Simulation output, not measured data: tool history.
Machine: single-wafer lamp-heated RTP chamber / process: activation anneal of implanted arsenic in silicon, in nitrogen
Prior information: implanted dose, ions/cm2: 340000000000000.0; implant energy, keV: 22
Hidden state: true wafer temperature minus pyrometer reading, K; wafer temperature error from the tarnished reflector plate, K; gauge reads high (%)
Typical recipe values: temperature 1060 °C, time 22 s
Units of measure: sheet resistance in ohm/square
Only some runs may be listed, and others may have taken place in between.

run	day	temperature	time	wafers since the last listed run	wafers since the last pyrometer calibration	wafers since the reflector plate was cleaned	hours since the gauge calibration	read-back reference wafer on the same gauge, sheet resistance	sheet resistance
1	0	1060	22	0	2108	6265	409.7	273.94	303.36
# day 1.283: gauge calibrated
2	1.367	1060	22	397	2506	6662	2	274.16	301.18
3	2.638	1060	22	369	2875	7032	32.5	273.98	301.28
4	3.792	1060	22	335	3210	7367	60.2	274.12	302.27
5	4.838	1060	22	303	3514	7671	85.3	273.88	301.44
6	6.067	1060	22	357	3872	8028	114.8	274.04	302.35
7	7.521	1060	22	422	4294	8451	149.7	274	303.85
# day 8.412: reflector plate cleaned
8	8.683	1060	22	240	4535	78	177.6	274.17	301.2
9	9.967	1060	18	372	4908	451	208.4	273.96	302.31
10	11.225	1060	18	365	5274	816	238.6	273.98	303.35
11	12.525	1043	19	377	5652	1194	269.8	274.2	306.56
12	13.404	1060	22	255	5907	1450	290.9	274.04	301.4
13	14.508	1060	22	320	6228	1771	317.4	274.13	300.07
14	15.804	1060	22	376	6605	2147	348.5	273.96	301.77
15	16.446	1051	32	186	6791	2334	363.9	274.07	299.82
16	17.05	1050	34	175	6967	2509	378.4	273.98	299.16
# day 17.892: gauge calibrated
17	18.279	1060	30	357	7324	2867	9.3	274	299.88
# day 19.2: pyrometer window cleaned and pyrometer calibrated
18	19.221	1074	29	176	6	3043	31.9	273.9	295.98
19	20.833	1081	31	468	474	3512	70.6	274.01	293.29
20	22.004	1077	32	340	815	3852	98.7	274.09	294.85
21	23.046	1089	22	302	1117	4155	123.7	273.83	295.96
22	24.071	1073	15	297	1415	4453	148.3	274.01	303.4

Predict each of these 3 candidate next runs independently; none follows another, all start after run 22:
A	24.088	1060	14	4	1420	4458	148.7	?	?
B	24.088	1039	22	4	1420	4458	148.7	?	?
C	24.088	1080	15	4	1420	4458	148.7	?	?

run	read-back reference wafer on the same gauge, sheet resistance	sheet resistance
A	273.91	304.17
B	273.91	304.35
C	273.91	299.99
Take away the tool's hidden state, keep each run's random variation, and the runs would have read:
run	sheet resistance
A	304.17
B	304.35
C	299.99
